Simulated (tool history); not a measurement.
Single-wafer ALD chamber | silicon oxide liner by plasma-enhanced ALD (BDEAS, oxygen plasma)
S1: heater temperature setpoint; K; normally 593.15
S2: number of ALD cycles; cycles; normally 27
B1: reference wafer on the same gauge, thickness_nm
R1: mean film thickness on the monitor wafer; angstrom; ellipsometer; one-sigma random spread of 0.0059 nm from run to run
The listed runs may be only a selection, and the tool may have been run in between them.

Run 1, day 0: usual settings; B1 2.53. Result: R1 23.76 angstrom.
Run 2, day 2.488: usual settings; B1 2.53. Result: R1 23.8 angstrom.
Run 3, day 4.954: usual settings; B1 2.529. Result: R1 23.78 angstrom.
Run 4, day 6.7: usual settings; B1 2.529. Result: R1 23.74 angstrom.
Run 5, day 8.517: usual settings but S2 29 cycles; B1 2.531. Result: R1 25.51 angstrom.
Run 6, day 10.942: usual settings but S2 29 cycles; B1 2.529. Result: R1 25.57 angstrom.
Run 7, day 12.612: usual settings but S2 29 cycles; B1 2.528. Result: R1 25.48 angstrom.
Run 8, day 15.325: usual settings but S2 31 cycles; B1 2.531. Result: R1 27.25 angstrom.
Run 9, day 18.3: usual settings but S2 31 cycles; B1 2.53. Result: R1 27.37 angstrom.
Run 10, day 21.958: usual settings but S1 604.15 K, S2 24 cycles; B1 2.53. Result: R1 20.89 angstrom.
Run 11, day 24.992: usual settings but S1 596.15 K; B1 2.53. Result: R1 23.74 angstrom.
Run 12, day 29.267: usual settings but S1 588.15 K; B1 2.531. Result: R1 24.02 angstrom.
Run 13, day 31.133: usual settings but S1 588.15 K; B1 2.528. Result: R1 24.08 angstrom.
Run 14, day 33.917: usual settings but S2 30 cycles; B1 2.531. Result: R1 26.44 angstrom.
Run 15, day 37.054: usual settings but S2 30 cycles; B1 2.528. Result: R1 26.57 angstrom.
Run 16, day 38.617: usual settings; B1 2.531. Result: R1 23.82 angstrom.
Run 17, day 42.412: usual settings; B1 2.53. Result: R1 23.84 angstrom.
Run 18, day 46.692: usual settings; B1 2.53. Result: R1 23.87 angstrom.
At day 49.692: thermocouple changed; heater temperature recalibrated.
Run 19, day 49.712: usual settings; B1 2.532. Result: R1 23.67 angstrom.
Run 20, day 52.196: usual settings but S1 602.15 K; B1 2.531. Result: R1 23.38 angstrom.
Run 21, day 54.692: usual settings but S1 602.15 K; B1 2.529. Result: R1 23.35 angstrom.
Run 22, day 58.871: usual settings; B1 2.528. Result: R1 23.63 angstrom.
Run 23, day 62.458: usual settings; B1 2.53. Result: R1 23.75 angstrom.
Run 24, day 64.3: usual settings but S1 579.15 K, S2 22 cycles; B1 2.532. Result: R1 19.59 angstrom.
Run 25, day 68.358: usual settings; B1 2.53. Result: R1 23.67 angstrom.
At day 71.542: gauge calibrated.
Run 26, day 72.246: usual settings but S1 606.15 K, S2 24 cycles; B1 2.531. Result: R1 20.68 angstrom.
Run 27, day 75.967: usual settings but S1 598.15 K, S2 32 cycles; B1 2.531. Result: R1 27.84 angstrom.
Run 28, day 77.729: usual settings but S1 602.15 K; B1 2.531. Result: R1 23.43 angstrom.
Run 29, day 81.238: usual settings but S1 587.15 K, S2 25 cycles; B1 2.53. Result: R1 22.18 angstrom.
Run 30, day 84.075: usual settings; B1 2.531. Result: R1 23.67 angstrom.
Run 31, day 86.6: usual settings but S1 583.15 K, S2 31 cycles; B1 2.53. Result: R1 27.7 angstrom.
Run 32, day 90.821: usual settings but S1 599.15 K, S2 22 cycles; B1 2.53. Result: R1 19.18 angstrom.
Run 33, day 93.904: usual settings; B1 2.531. Result: R1 23.79 angstrom.
Run 34, day 97.433: usual settings but S1 583.15 K, S2 29 cycles; B1 2.53. Result: R1 25.83 angstrom.
Run 35, day 100.638: usual settings but S1 582.15 K, S2 25 cycles; B1 2.531. Result: R1 22.39 angstrom.
Run 36, day 102.538: usual settings but S1 602.15 K, S2 32 cycles; B1 2.53. Result: R1 27.78 angstrom.
Run 37, day 104.575: usual settings; B1 2.53. Result: R1 23.72 angstrom.
Run 38, day 107.492: usual settings but S1 585.15 K; B1 2.531. Result: R1 23.94 angstrom.
Run 39, day 110.767: usual settings but S1 579.15 K, S2 24 cycles; B1 2.529. Result: R1 21.55 angstrom.
Run 40, day 113.3: usual settings but S1 600.15 K; B1 2.529. Result: R1 23.58 angstrom.
Run 41, day 116.321: usual settings but S1 599.15 K, S2 22 cycles; B1 2.53. Result: R1 19.29 angstrom.
Run 42, day 119.321: usual settings but S1 581.15 K, S2 32 cycles; B1 2.53. Result: R1 28.67 angstrom.
Run 43, day 123.417: usual settings but S1 598.15 K; B1 2.53. Result: R1 23.58 angstrom.

5 ways to go on from here, each from the tool as it stands after run 43. What would each give?
Run A, day 123.433: usual settings; B1 ?. Result: R1 ?.
Run B, day 123.433: usual settings but S1 606.15 K, S2 22 cycles; B1 ?. Result: R1 ?.
Run C, day 123.433: usual settings but S1 601.15 K, S2 28 cycles; B1 ?. Result: R1 ?.
Run D, day 123.433: usual settings but S2 32 cycles; B1 ?. Result: R1 ?.
Run E, day 123.433: usual settings but S1 587.15 K, S2 30 cycles; B1 ?. Result: R1 ?.

run    B1     R1
  A  2.53  23.89
  B  2.53  19.13
  C  2.53  24.51
  D  2.53  28.32
  E  2.53  26.76
Without the tool's unlogged condition, the same runs would have read:
run     R1
  A  23.74
  B  19.01
  C  24.36
  D  28.14
  E  26.59
